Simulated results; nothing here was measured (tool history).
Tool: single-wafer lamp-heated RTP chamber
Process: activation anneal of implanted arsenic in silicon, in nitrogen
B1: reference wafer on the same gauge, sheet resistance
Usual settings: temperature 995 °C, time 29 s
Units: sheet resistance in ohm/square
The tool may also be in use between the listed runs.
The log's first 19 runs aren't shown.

At hour 1769.8: pyrometer window cleaned and pyrometer calibrated.
Run 20, hour 1800.7: usual settings but temperature 984 °C; B1 152.07. Result: sheet resistance 146.9 ohm/square.
Run 21, hour 1854.7: usual settings but temperature 1005 °C; B1 151.96. Result: sheet resistance 143.44 ohm/square.
Run 22, hour 1949.6: usual settings but temperature 975 °C, time 43 s; B1 151.99. Result: sheet resistance 145.32 ohm/square.
Run 23, hour 2056: usual settings but temperature 1004 °C, time 41 s; B1 151.97. Result: sheet resistance 139.39 ohm/square.
Run 24, hour 2144.9: usual settings but temperature 1021 °C, time 37 s; B1 151.82. Result: sheet resistance 135.98 ohm/square.
At hour 2216: reflector plate cleaned.
Run 25, hour 2217.3: usual settings but temperature 979 °C, time 16 s; B1 151.96. Result: sheet resistance 151.03 ohm/square.
At hour 2259: pyrometer window cleaned and pyrometer calibrated.
Run 26, hour 2285: usual settings but time 15 s; B1 151.94. Result: sheet resistance 150.35 ohm/square.
Run 27, hour 2353.5: usual settings but temperature 967 °C, time 13 s; B1 151.83. Result: sheet resistance 157.37 ohm/square.
Run 28, hour 2393.9: usual settings but temperature 1005 °C, time 44 s; B1 151.92. Result: sheet resistance 139.21 ohm/square.
Run 29, hour 2439.2: usual settings; B1 151.98. Result: sheet resistance 144.42 ohm/square.
Run 30, hour 2520.7: usual settings but temperature 967 °C, time 43 s; B1 151.96. Result: sheet resistance 146.34 ohm/square.
Run 31, hour 2566.5: usual settings; B1 152.03. Result: sheet resistance 144.54 ohm/square.
Run 32, hour 2620: usual settings; B1 151.93. Result: sheet resistance 144.41 ohm/square.
Run 33, hour 2666.6: usual settings but temperature 1011 °C; B1 152.03. Result: sheet resistance 140.87 ohm/square.
Run 34, hour 2760.5: usual settings but time 45 s; B1 151.95. Result: sheet resistance 140.74 ohm/square.
Run 35, hour 2825.6: usual settings but temperature 1006 °C, time 17 s; B1 152.01. Result: sheet resistance 145.34 ohm/square.

Forecast each of these 5 alternatives for the next run:
Run A, hour 2826: usual settings but temperature 965 °C; B1 ?. Result: sheet resistance ?.
Run B, hour 2826: usual settings but temperature 967 °C; B1 ?. Result: sheet resistance ?.
Run C, hour 2826: usual settings but temperature 1011 °C, time 20 s; B1 ?. Result: sheet resistance ?.
Run D, hour 2826: usual settings but temperature 971 °C, time 38 s; B1 ?. Result: sheet resistance ?.
Run E, hour 2826: usual settings but time 42 s; B1 ?. Result: sheet resistance ?.

run      B1  sheet resistance
  A  152.03            149.82
  B  152.03            149.37
  C  152.03            143.34
  D  152.03            146.32
  E  152.03            140.53
Without the tool's hidden state the same runs would have given:
run  sheet resistance
  A            152.75
  B            152.28
  C            145.65
  D            149.18
  E            143.07
